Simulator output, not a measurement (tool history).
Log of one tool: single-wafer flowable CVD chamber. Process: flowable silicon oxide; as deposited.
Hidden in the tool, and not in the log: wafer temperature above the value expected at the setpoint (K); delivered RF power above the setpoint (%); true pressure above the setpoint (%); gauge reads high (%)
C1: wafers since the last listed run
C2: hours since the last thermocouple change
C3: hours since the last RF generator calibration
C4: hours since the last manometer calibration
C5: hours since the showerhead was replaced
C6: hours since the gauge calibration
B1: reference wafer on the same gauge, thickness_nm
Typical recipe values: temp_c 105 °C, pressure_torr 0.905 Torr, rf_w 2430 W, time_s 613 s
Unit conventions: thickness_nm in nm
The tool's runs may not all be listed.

{"run": 1, "hour": 0.0, "temp_c": 105, "pressure_torr": 0.905, "rf_w": 2430, "time_s": 613, "C1": 0, "C2": 1337.5, "C3": 1459.6, "C4": 2300.4, "C5": 4876.2, "C6": 694.3, "B1": 467.633, "thickness_nm": 399.636}
{"run": 2, "hour": 22.4, "temp_c": 105, "pressure_torr": 0.905, "rf_w": 2430, "time_s": 613, "C1": 97, "C2": 1359.9, "C3": 1482, "C4": 2322.8, "C5": 4898.6, "C6": 716.7, "B1": 469.205, "thickness_nm": 398.033}
{"run": 3, "hour": 46.3, "temp_c": 105, "pressure_torr": 0.905, "rf_w": 2430, "time_s": 613, "C1": 103, "C2": 1383.8, "C3": 1505.9, "C4": 2346.7, "C5": 4922.5, "C6": 740.6, "B1": 469.375, "thickness_nm": 399.551}
{"run": 4, "hour": 62.7, "temp_c": 105, "pressure_torr": 0.905, "rf_w": 2430, "time_s": 613, "C1": 71, "C2": 1400.2, "C3": 1522.3, "C4": 2363.1, "C5": 4938.9, "C6": 757, "B1": 469.478, "thickness_nm": 398.924}
{"run": 5, "hour": 92.2, "temp_c": 105, "pressure_torr": 0.905, "rf_w": 2430, "time_s": 613, "C1": 128, "C2": 1429.7, "C3": 1551.8, "C4": 2392.6, "C5": 4968.4, "C6": 786.5, "B1": 471.32, "thickness_nm": 398.5}
{"run": 6, "hour": 118.4, "temp_c": 105, "pressure_torr": 0.905, "rf_w": 2430, "time_s": 613, "C1": 113, "C2": 1455.9, "C3": 1578, "C4": 2418.8, "C5": 4994.6, "C6": 812.7, "B1": 472.359, "thickness_nm": 399.348}
{"run": 7, "hour": 153.1, "temp_c": 105, "pressure_torr": 0.905, "rf_w": 2430, "time_s": 613, "C1": 150, "C2": 1490.6, "C3": 1612.7, "C4": 2453.5, "C5": 5029.3, "C6": 847.4, "B1": 472.655, "thickness_nm": 401.022}
{"run": 8, "hour": 166.3, "temp_c": 105, "pressure_torr": 0.905, "rf_w": 2430, "time_s": 613, "C1": 57, "C2": 1503.8, "C3": 1625.9, "C4": 2466.7, "C5": 5042.5, "C6": 860.6, "B1": 473.367, "thickness_nm": 401.419}
{"hour": 177.2, "done": "capacitance manometer re-zeroed and calibrated"}
{"run": 9, "hour": 184.4, "temp_c": 105, "pressure_torr": 0.905, "rf_w": 2430, "time_s": 613, "C1": 43, "C2": 1521.9, "C3": 1644, "C4": 7.2, "C5": 5060.6, "C6": 878.7, "B1": 474.911, "thickness_nm": 404.375}
{"hour": 184.8, "done": "gauge calibrated"}
{"run": 10, "hour": 211.8, "temp_c": 105, "pressure_torr": 0.905, "rf_w": 2430, "time_s": 613, "C1": 118, "C2": 1549.3, "C3": 1671.4, "C4": 34.6, "C5": 5088, "C6": 27, "B1": 459.024, "thickness_nm": 391.339}
{"hour": 228.1, "done": "showerhead replaced"}
{"run": 11, "hour": 228.5, "temp_c": 105, "pressure_torr": 0.905, "rf_w": 2430, "time_s": 613, "C1": 37, "C2": 1566, "C3": 1688.1, "C4": 51.3, "C5": 0.4, "C6": 43.7, "B1": 458.516, "thickness_nm": 388.272}
{"hour": 304.7, "done": "RF generator calibrated"}
{"run": 12, "hour": 313.9, "temp_c": 105, "pressure_torr": 0.905, "rf_w": 2430, "time_s": 613, "C1": 336, "C2": 1651.4, "C3": 9.2, "C4": 136.7, "C5": 85.8, "C6": 129.1, "B1": 459.599, "thickness_nm": 391.892}
{"run": 13, "hour": 338.0, "temp_c": 116, "pressure_torr": 1.104, "rf_w": 2680, "time_s": 657, "C1": 104, "C2": 1675.5, "C3": 33.3, "C4": 160.8, "C5": 109.9, "C6": 153.2, "B1": 459.846, "thickness_nm": 375.637}
{"hour": 379.1, "done": "thermocouple changed; heater temperature recalibrated"}
{"run": 14, "hour": 379.6, "temp_c": 105, "pressure_torr": 0.905, "rf_w": 2855, "time_s": 522, "C1": 145, "C2": 0.5, "C3": 74.9, "C4": 202.4, "C5": 151.5, "C6": 194.8, "B1": 460.467, "thickness_nm": 341.215}
{"run": 15, "hour": 387.6, "temp_c": 94, "pressure_torr": 0.905, "rf_w": 2430, "time_s": 673, "C1": 34, "C2": 8.5, "C3": 82.9, "C4": 210.4, "C5": 159.5, "C6": 202.8, "B1": 459.866, "thickness_nm": 594.052}
{"run": 16, "hour": 414.9, "temp_c": 116, "pressure_torr": 1.078, "rf_w": 2115, "time_s": 682, "C1": 118, "C2": 35.8, "C3": 110.2, "C4": 237.7, "C5": 186.8, "C6": 230.1, "B1": 460.823, "thickness_nm": 363.832}
{"run": 17, "hour": 442.1, "temp_c": 118, "pressure_torr": 0.905, "rf_w": 2430, "time_s": 613, "C1": 118, "C2": 63, "C3": 137.4, "C4": 264.9, "C5": 214, "C6": 257.3, "B1": 459.804, "thickness_nm": 272.998}
{"run": 18, "hour": 475.2, "temp_c": 91, "pressure_torr": 0.965, "rf_w": 2430, "time_s": 613, "C1": 143, "C2": 96.1, "C3": 170.5, "C4": 298, "C5": 247.1, "C6": 290.4, "B1": 461.943, "thickness_nm": 623.839}
{"run": 19, "hour": 491.0, "temp_c": 91, "pressure_torr": 0.965, "rf_w": 2430, "time_s": 613, "C1": 68, "C2": 111.9, "C3": 186.3, "C4": 313.8, "C5": 262.9, "C6": 306.2, "B1": 461.218, "thickness_nm": 627.736}
{"run": 20, "hour": 526.1, "temp_c": 105, "pressure_torr": 0.905, "rf_w": 2430, "time_s": 724, "C1": 152, "C2": 147, "C3": 221.4, "C4": 348.9, "C5": 298, "C6": 341.3, "B1": 462.092, "thickness_nm": 464.812}
{"run": 21, "hour": 547.6, "temp_c": 105, "pressure_torr": 0.905, "rf_w": 2430, "time_s": 613, "C1": 93, "C2": 168.5, "C3": 242.9, "C4": 370.4, "C5": 319.5, "C6": 362.8, "B1": 462.716, "thickness_nm": 392.205}
{"run": 22, "hour": 560.8, "temp_c": 90, "pressure_torr": 1.084, "rf_w": 2430, "time_s": 707, "C1": 57, "C2": 181.7, "C3": 256.1, "C4": 383.6, "C5": 332.7, "C6": 376, "B1": 461.673, "thickness_nm": 829.708}
{"run": 23, "hour": 582.2, "temp_c": 105, "pressure_torr": 0.905, "rf_w": 2430, "time_s": 511, "C1": 92, "C2": 203.1, "C3": 277.5, "C4": 405, "C5": 354.1, "C6": 397.4, "B1": 462.689, "thickness_nm": 328.142}
{"run": 24, "hour": 594.3, "temp_c": 97, "pressure_torr": 0.905, "rf_w": 2240, "time_s": 613, "C1": 52, "C2": 215.2, "C3": 289.6, "C4": 417.1, "C5": 366.2, "C6": 409.5, "B1": 462.341, "thickness_nm": 491.402}
{"run": 25, "hour": 616.1, "temp_c": 105, "pressure_torr": 0.905, "rf_w": 2430, "time_s": 563, "C1": 94, "C2": 237, "C3": 311.4, "C4": 438.9, "C5": 388, "C6": 431.3, "B1": 462.277, "thickness_nm": 361.188}
{"run": 26, "hour": 630.7, "temp_c": 95, "pressure_torr": 0.993, "rf_w": 2605, "time_s": 613, "C1": 63, "C2": 251.6, "C3": 326, "C4": 453.5, "C5": 402.6, "C6": 445.9, "B1": 464.146, "thickness_nm": 581.474}
{"run": 27, "hour": 646.3, "temp_c": 105, "pressure_torr": 0.905, "rf_w": 2430, "time_s": 613, "C1": 67, "C2": 267.2, "C3": 341.6, "C4": 469.1, "C5": 418.2, "C6": 461.5, "B1": 462.809, "thickness_nm": 394.883}
{"run": 28, "hour": 668.9, "temp_c": 105, "pressure_torr": 0.905, "rf_w": 2430, "time_s": 613, "C1": 98, "C2": 289.8, "C3": 364.2, "C4": 491.7, "C5": 440.8, "C6": 484.1, "B1": 463.954, "thickness_nm": 394.383}
{"run": 29, "hour": 696.1, "temp_c": 105, "pressure_torr": 0.905, "rf_w": 2430, "time_s": 613, "C1": 118, "C2": 317, "C3": 391.4, "C4": 518.9, "C5": 468, "C6": 511.3, "B1": 464.24, "thickness_nm": 392.693}

What if the next run were any one of these 3? Each begins from the tool's condition after run 29:
{"run": "A", "hour": 696.7, "temp_c": 105, "pressure_torr": 0.905, "rf_w": 2430, "time_s": 613, "C1": 2, "C2": 317.6, "C3": 392, "C4": 519.5, "C5": 468.6, "C6": 511.9, "B1": "?", "thickness_nm": "?"}
{"run": "B", "hour": 696.7, "temp_c": 105, "pressure_torr": 0.805, "rf_w": 2885, "time_s": 669, "C1": 2, "C2": 317.6, "C3": 392, "C4": 519.5, "C5": 468.6, "C6": 511.9, "B1": "?", "thickness_nm": "?"}
{"run": "C", "hour": 696.7, "temp_c": 99, "pressure_torr": 0.905, "rf_w": 2430, "time_s": 613, "C1": 2, "C2": 317.6, "C3": 392, "C4": 519.5, "C5": 468.6, "C6": 511.9, "B1": "?", "thickness_nm": "?"}

run=A B1=465.682 thickness_nm=391.66
run=B B1=465.682 thickness_nm=392.341
run=C B1=465.682 thickness_nm=467.894
Without the tool's hidden state the same runs would have given:
run=A thickness_nm=385.816
run=B thickness_nm=386.487
run=C thickness_nm=460.912

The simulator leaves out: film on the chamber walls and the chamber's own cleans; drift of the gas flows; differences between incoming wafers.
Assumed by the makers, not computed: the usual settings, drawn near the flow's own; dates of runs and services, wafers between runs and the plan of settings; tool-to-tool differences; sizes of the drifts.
